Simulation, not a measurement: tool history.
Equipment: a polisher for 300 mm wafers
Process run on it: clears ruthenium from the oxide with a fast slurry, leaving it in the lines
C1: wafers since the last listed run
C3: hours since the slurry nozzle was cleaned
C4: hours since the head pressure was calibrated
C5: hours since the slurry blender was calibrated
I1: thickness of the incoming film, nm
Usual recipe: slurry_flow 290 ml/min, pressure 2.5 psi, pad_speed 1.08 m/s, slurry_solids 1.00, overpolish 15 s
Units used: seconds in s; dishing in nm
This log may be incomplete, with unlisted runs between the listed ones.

Run 1, hour 0.0: usual settings; C1 0; wafers polished on this pad 1034; C3 149.3; C4 314.1; C5 324.8; I1 198.9. Result: seconds 60.0 s, dishing 35.5 nm.
Run 2, hour 10.4: usual settings; C1 144; wafers polished on this pad 1178; C3 159.7; C4 324.5; C5 335.2; I1 197.2. Result: seconds 58.9 s, dishing 37.6 nm.
Run 3, hour 17.9: usual settings; C1 103; wafers polished on this pad 1282; C3 167.2; C4 332.0; C5 342.7; I1 196.3. Result: seconds 61.1 s, dishing 36.7 nm.
Run 4, hour 25.2: usual settings; C1 101; wafers polished on this pad 1383; C3 174.5; C4 339.3; C5 350.0; I1 202.6. Result: seconds 60.8 s, dishing 37.7 nm.
At hour 35.0: worn pad replaced by a new one.
Run 5, hour 38.5: usual settings; C1 128; wafers polished on this pad 48; C3 187.8; C4 352.6; C5 363.3; I1 200.2. Result: seconds 61.0 s, dishing 36.0 nm.
Run 6, hour 50.2: usual settings but overpolish 20 s; C1 162; wafers polished on this pad 210; C3 199.5; C4 364.3; C5 375.0; I1 199.9. Result: seconds 61.1 s, dishing 44.0 nm.
Run 7, hour 57.4: usual settings but overpolish 20 s; C1 99; wafers polished on this pad 310; C3 206.7; C4 371.5; C5 382.2; I1 198.7. Result: seconds 61.0 s, dishing 44.2 nm.
Run 8, hour 67.5: usual settings but overpolish 20 s; C1 139; wafers polished on this pad 450; C3 216.8; C4 381.6; C5 392.3; I1 200.5. Result: seconds 61.5 s, dishing 44.1 nm.
Run 9, hour 84.9: usual settings; C1 241; wafers polished on this pad 691; C3 234.2; C4 399.0; C5 409.7; I1 199.7. Result: seconds 58.4 s, dishing 35.8 nm.
At hour 87.8: slurry nozzle cleaned.
Run 10, hour 93.7: usual settings; C1 108; wafers polished on this pad 799; C3 5.9; C4 407.8; C5 418.5; I1 198.3. Result: seconds 61.0 s, dishing 35.0 nm.
At hour 118.8: slurry blender recalibrated.
Run 11, hour 126.6: usual settings but overpolish 19 s; C1 428; wafers polished on this pad 1227; C3 38.8; C4 440.7; C5 7.8; I1 199.0. Result: seconds 46.9 s, dishing 50.6 nm.
At hour 133.1: worn pad replaced by a new one.
Run 12, hour 133.8: usual settings but pressure 3.0 psi; C1 44; wafers polished on this pad 9; C3 46.0; C4 447.9; C5 15.0; I1 200.6. Result: seconds 42.6 s, dishing 47.3 nm.
Run 13, hour 141.9: usual settings but pad_speed 0.94 m/s, overpolish 20 s; C1 112; wafers polished on this pad 121; C3 54.1; C4 456.0; C5 23.1; I1 199.6. Result: seconds 54.0 s, dishing 48.0 nm.
Run 14, hour 151.5: usual settings; C1 133; wafers polished on this pad 254; C3 63.7; C4 465.6; C5 32.7; I1 198.8. Result: seconds 47.4 s, dishing 45.0 nm.
Run 15, hour 168.8: usual settings but slurry_solids 1.10; C1 239; wafers polished on this pad 494; C3 81.0; C4 482.9; C5 50.0; I1 197.7. Result: seconds 46.4 s, dishing 45.4 nm.
Run 16, hour 184.8: usual settings but pressure 1.8 psi, overpolish 9 s; C1 221; wafers polished on this pad 715; C3 97.0; C4 498.9; C5 66.0; I1 198.3. Result: seconds 60.0 s, dishing 23.7 nm.
At hour 192.0: head pressure recalibrated.
Run 17, hour 194.6: usual settings but overpolish 19 s; C1 108; wafers polished on this pad 824; C3 106.8; C4 2.6; C5 75.8; I1 202.1. Result: seconds 52.4 s, dishing 48.6 nm.
Run 18, hour 203.9: usual settings but overpolish 11 s; C1 128; wafers polished on this pad 952; C3 116.1; C4 11.9; C5 85.1; I1 200.7. Result: seconds 49.9 s, dishing 32.6 nm.
Run 19, hour 212.3: usual settings but slurry_flow 230 ml/min, pad_speed 1.40 m/s, slurry_solids 1.25, overpolish 7 s; C1 116; wafers polished on this pad 1069; C3 124.5; C4 20.3; C5 93.5; I1 200.6. Result: seconds 36.5 s, dishing 30.1 nm.
At hour 222.6: worn pad replaced by a new one.
Run 20, hour 227.0: usual settings; C1 148; wafers polished on this pad 60; C3 139.2; C4 35.0; C5 108.2; I1 197.0. Result: seconds 51.7 s, dishing 42.4 nm.
Run 21, hour 240.3: usual settings but slurry_flow 245 ml/min, pad_speed 1.36 m/s, slurry_solids 0.75, overpolish 7 s; C1 184; wafers polished on this pad 245; C3 152.5; C4 48.3; C5 121.5; I1 198.1. Result: seconds 54.2 s, dishing 21.4 nm.
Run 22, hour 250.9: usual settings; C1 146; wafers polished on this pad 391; C3 163.1; C4 58.9; C5 132.1; I1 203.4. Result: seconds 55.1 s, dishing 39.0 nm.
Run 23, hour 257.7: usual settings; C1 94; wafers polished on this pad 486; C3 169.9; C4 65.7; C5 138.9; I1 197.8. Result: seconds 54.2 s, dishing 38.3 nm.
Run 24, hour 268.2: usual settings but slurry_flow 210 ml/min, pressure 3.2 psi, slurry_solids 1.25, overpolish 18 s; C1 145; wafers polished on this pad 631; C3 180.4; C4 76.2; C5 149.4; I1 199.8. Result: seconds 42.2 s, dishing 53.1 nm.

Each row is a separate what-if for the run after 24, all from the same tool condition, not one after another. Results?
Run A, hour 268.6: usual settings; C1 5; wafers polished on this pad 637; C3 180.8; C4 76.6; C5 149.8; I1 196.8. Result: seconds ?, dishing ?.
Run B, hour 268.6: usual settings but pad_speed 0.80 m/s; C1 5; wafers polished on this pad 637; C3 180.8; C4 76.6; C5 149.8; I1 196.8. Result: seconds ?, dishing ?.
Run C, hour 268.6: usual settings but pressure 2.9 psi, overpolish 12 s; C1 5; wafers polished on this pad 637; C3 180.8; C4 76.6; C5 149.8; I1 196.8. Result: seconds ?, dishing ?.
Run D, hour 268.6: usual settings but slurry_flow 350 ml/min, pad_speed 1.34 m/s; C1 5; wafers polished on this pad 637; C3 180.8; C4 76.6; C5 149.8; I1 196.8. Result: seconds ?, dishing ?.
Run E, hour 268.6: usual settings but overpolish 8 s; C1 5; wafers polished on this pad 637; C3 180.8; C4 76.6; C5 149.8; I1 196.8. Result: seconds ?, dishing ?.

run  seconds  dishing
  A     54.1     40.1
  B     71.5     32.4
  C     49.4     36.3
  D     43.4     46.8
  E     54.1     24.3
What these runs would have given with no unlogged condition in the tool:
run  seconds  dishing
  A     45.6     45.2
  B     60.3     37.0
  C     41.6     41.2
  D     36.6     52.2
  E     45.6     28.0

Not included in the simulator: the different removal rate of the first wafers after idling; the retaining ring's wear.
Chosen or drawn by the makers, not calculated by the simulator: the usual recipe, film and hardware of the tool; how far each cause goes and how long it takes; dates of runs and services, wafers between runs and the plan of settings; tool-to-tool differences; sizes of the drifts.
